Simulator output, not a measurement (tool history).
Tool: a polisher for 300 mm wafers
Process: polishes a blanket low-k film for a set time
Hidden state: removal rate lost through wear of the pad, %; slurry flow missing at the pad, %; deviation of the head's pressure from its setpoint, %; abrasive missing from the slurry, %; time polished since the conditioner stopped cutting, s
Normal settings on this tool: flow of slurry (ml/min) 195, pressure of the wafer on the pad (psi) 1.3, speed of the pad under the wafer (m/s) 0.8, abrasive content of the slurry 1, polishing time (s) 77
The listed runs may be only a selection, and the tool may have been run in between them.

| run | hour | flow of slurry (ml/min) | pressure of the wafer on the pad (psi) | speed of the pad under the wafer (m/s) | abrasive content of the slurry | polishing time (s) | wafers since the last listed run | wafers polished on this pad | hours since the slurry nozzle was cleaned | hours since the head pressure was calibrated | hours since the slurry blender was calibrated | hours since the conditioning disc was replaced | incoming thickness of the incoming film, nm | film removed (nm) |
|---|---|---|---|---|---|---|---|---|---|---|---|---|---|---|
| 1 | 0 | 195 | 1.3 | 0.8 | 1 | 77 | 0 | 403 | 443.2 | 106.1 | 52.9 | 29.4 | 757 | 21.7 |
| 2 | 12.4 | 195 | 1.3 | 0.8 | 1 | 77 | 135 | 539 | 455.6 | 118.5 | 65.3 | 41.8 | 764.1 | 21.3 |
| 3 | 26.6 | 195 | 1.3 | 0.8 | 1 | 77 | 155 | 694 | 469.8 | 132.7 | 79.5 | 56 | 755.1 | 21.3 |
|  | 43.6 | worn pad replaced by a new one |
| 4 | 44.1 | 195 | 1.3 | 0.8 | 1 | 77 | 147 | 5 | 487.3 | 150.2 | 97 | 73.5 | 751.1 | 19.9 |
| 5 | 54.7 | 195 | 1.3 | 0.88 | 1 | 77 | 115 | 121 | 497.9 | 160.8 | 107.6 | 84.1 | 754.3 | 21.8 |
| 6 | 71.1 | 195 | 1.3 | 0.88 | 1 | 77 | 179 | 301 | 514.3 | 177.2 | 124 | 100.5 | 755.9 | 21.5 |
|  | 80.4 | slurry blender recalibrated |
| 7 | 82.6 | 195 | 1.3 | 0.88 | 1 | 77 | 103 | 404 | 525.8 | 188.7 | 2.2 | 112 | 750.7 | 21.4 |
|  | 85.1 | conditioning disc replaced and pad reconditioned |
| 8 | 92.6 | 195 | 1.3 | 0.8 | 1 | 77 | 87 | 492 | 535.8 | 198.7 | 12.2 | 7.5 | 762.1 | 19.6 |
|  | 96.8 | slurry nozzle cleaned |
| 9 | 110.6 | 245 | 1.3 | 0.8 | 1 | 98 | 185 | 678 | 13.8 | 216.7 | 30.2 | 25.5 | 759.4 | 25.6 |
| 10 | 117.9 | 130 | 1.7 | 1.06 | 1.25 | 77 | 79 | 757 | 21.1 | 224 | 37.5 | 32.8 | 762.8 | 31.9 |
|  | 122.1 | worn pad replaced by a new one, repeated, since the last time left the tool worse |
| 11 | 129.9 | 195 | 0.9 | 0.8 | 1 | 102 | 87 | 85 | 33.1 | 236 | 49.5 | 44.8 | 756.5 | 19.9 |
| 12 | 144.5 | 135 | 1.3 | 0.8 | 0.8 | 77 | 159 | 245 | 47.7 | 250.6 | 64.1 | 59.4 | 766 | 18.3 |
| 13 | 156.7 | 195 | 1.3 | 0.88 | 1 | 77 | 133 | 378 | 59.9 | 262.8 | 76.3 | 71.6 | 769.9 | 23.3 |
|  | 187 | head pressure recalibrated |
| 14 | 198.7 | 240 | 1.3 | 0.56 | 1 | 86 | 437 | 815 | 101.9 | 11.7 | 118.3 | 113.6 | 763.7 | 18.2 |
|  | 210.5 | conditioning disc replaced and pad reconditioned |
| 15 | 213.2 | 195 | 1.3 | 0.8 | 1 | 77 | 136 | 952 | 116.4 | 26.2 | 132.8 | 2.7 | 761.5 | 20.8 |
|  | 217.9 | slurry blender recalibrated |
|  | 221.1 | worn pad replaced by a new one |
| 16 | 229.1 | 195 | 1.8 | 0.8 | 1 | 77 | 116 | 86 | 132.3 | 42.1 | 11.2 | 18.6 | 756.2 | 30 |
| 17 | 241 | 160 | 1.3 | 0.8 | 1 | 77 | 130 | 217 | 144.2 | 54 | 23.1 | 30.5 | 761.3 | 20.9 |
| 18 | 253.6 | 195 | 1.6 | 0.68 | 1 | 77 | 137 | 354 | 156.8 | 66.6 | 35.7 | 43.1 | 756.7 | 23.2 |
| 19 | 261.6 | 195 | 1.3 | 0.8 | 1 | 77 | 87 | 442 | 164.8 | 74.6 | 43.7 | 51.1 | 752.1 | 21.6 |
|  | 302.3 | worn pad replaced by a new one |
| 20 | 305.5 | 195 | 1.3 | 1.04 | 1.15 | 77 | 436 | 34 | 208.7 | 118.5 | 87.6 | 95 | 764.6 | 28.1 |
| 21 | 318.2 | 125 | 1.3 | 0.62 | 1.3 | 77 | 138 | 173 | 221.4 | 131.2 | 100.3 | 107.7 | 752.7 | 17.7 |
|  | 327.2 | slurry blender recalibrated |
| 22 | 327.7 | 195 | 1.3 | 1.04 | 1 | 77 | 81 | 255 | 230.9 | 140.7 | 0.5 | 117.2 | 747.4 | 26.7 |
| 23 | 334.3 | 195 | 1.3 | 0.8 | 1 | 77 | 72 | 327 | 237.5 | 147.3 | 7.1 | 123.8 | 755.3 | 21.2 |
| 24 | 343.2 | 175 | 1.4 | 0.8 | 1.1 | 77 | 97 | 424 | 246.4 | 156.2 | 16 | 132.7 | 764.4 | 23.4 |
| 25 | 351.5 | 195 | 1.3 | 0.8 | 0.85 | 77 | 90 | 515 | 254.7 | 164.5 | 24.3 | 141 | 759 | 19.7 |

Here are 5 independent what-if runs from the current tool condition. What would each one return?
| A | 352 | 195 | 1.3 | 0.96 | 1 | 77 | 5 | 520 | 255.2 | 165 | 24.8 | 141.5 | 754.4 | ? |
| B | 352 | 130 | 1.3 | 0.8 | 1 | 77 | 5 | 520 | 255.2 | 165 | 24.8 | 141.5 | 754.4 | ? |
| C | 352 | 195 | 1.3 | 0.8 | 1 | 100 | 5 | 520 | 255.2 | 165 | 24.8 | 141.5 | 754.4 | ? |
| D | 352 | 195 | 1.3 | 0.8 | 1.25 | 77 | 5 | 520 | 255.2 | 165 | 24.8 | 141.5 | 754.4 | ? |
| E | 352 | 195 | 1.3 | 0.8 | 1.15 | 77 | 5 | 520 | 255.2 | 165 | 24.8 | 141.5 | 754.4 | ? |

| run | film removed (nm) |
|---|---|
| A | 24.5 |
| B | 19.6 |
| C | 27.5 |
| D | 23.2 |
| E | 22.5 |
Without the tool's unlogged condition, the same runs would have read:
| run | film removed (nm) |
|---|---|
| A | 25.2 |
| B | 20.1 |
| C | 28.2 |
| D | 23.8 |
| E | 23 |
